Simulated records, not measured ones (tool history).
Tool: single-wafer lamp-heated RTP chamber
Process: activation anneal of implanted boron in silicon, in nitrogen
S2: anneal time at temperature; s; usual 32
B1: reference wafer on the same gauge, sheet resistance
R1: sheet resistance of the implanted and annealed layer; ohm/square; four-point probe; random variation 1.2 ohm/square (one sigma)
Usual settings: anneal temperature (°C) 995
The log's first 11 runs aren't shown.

{"run": 12, "hour": 266.2, "anneal temperature (°C)": 995, "S2": 32, "B1": 403.58, "R1": 358.04}
{"hour": 280.6, "done": "pyrometer window cleaned and pyrometer calibrated"}
{"run": 13, "hour": 281.8, "anneal temperature (°C)": 1003, "S2": 32, "B1": 403.78, "R1": 354.34}
{"run": 14, "hour": 301.5, "anneal temperature (°C)": 995, "S2": 32, "B1": 403.89, "R1": 359.46}
{"hour": 303.0, "done": "gauge calibrated"}
{"run": 15, "hour": 408.9, "anneal temperature (°C)": 995, "S2": 32, "B1": 403.6, "R1": 357.98}
{"run": 16, "hour": 433.3, "anneal temperature (°C)": 995, "S2": 22, "B1": 403.68, "R1": 362.0}
{"run": 17, "hour": 462.5, "anneal temperature (°C)": 995, "S2": 22, "B1": 404.4, "R1": 359.72}
{"hour": 498.1, "done": "reflector plate cleaned"}
{"run": 18, "hour": 498.6, "anneal temperature (°C)": 986, "S2": 39, "B1": 404.01, "R1": 361.18}
{"run": 19, "hour": 523.4, "anneal temperature (°C)": 981, "S2": 19, "B1": 404.12, "R1": 374.43}

Forecast run 20:
{"run": 20, "hour": 553.3, "anneal temperature (°C)": 987, "S2": 45, "B1": "?", "R1": "?"}

{"run 20": {"B1": 403.95, "R1": 360.64}}
Without the tool's hidden state the same run would have given R1 360.64 ohm/square.
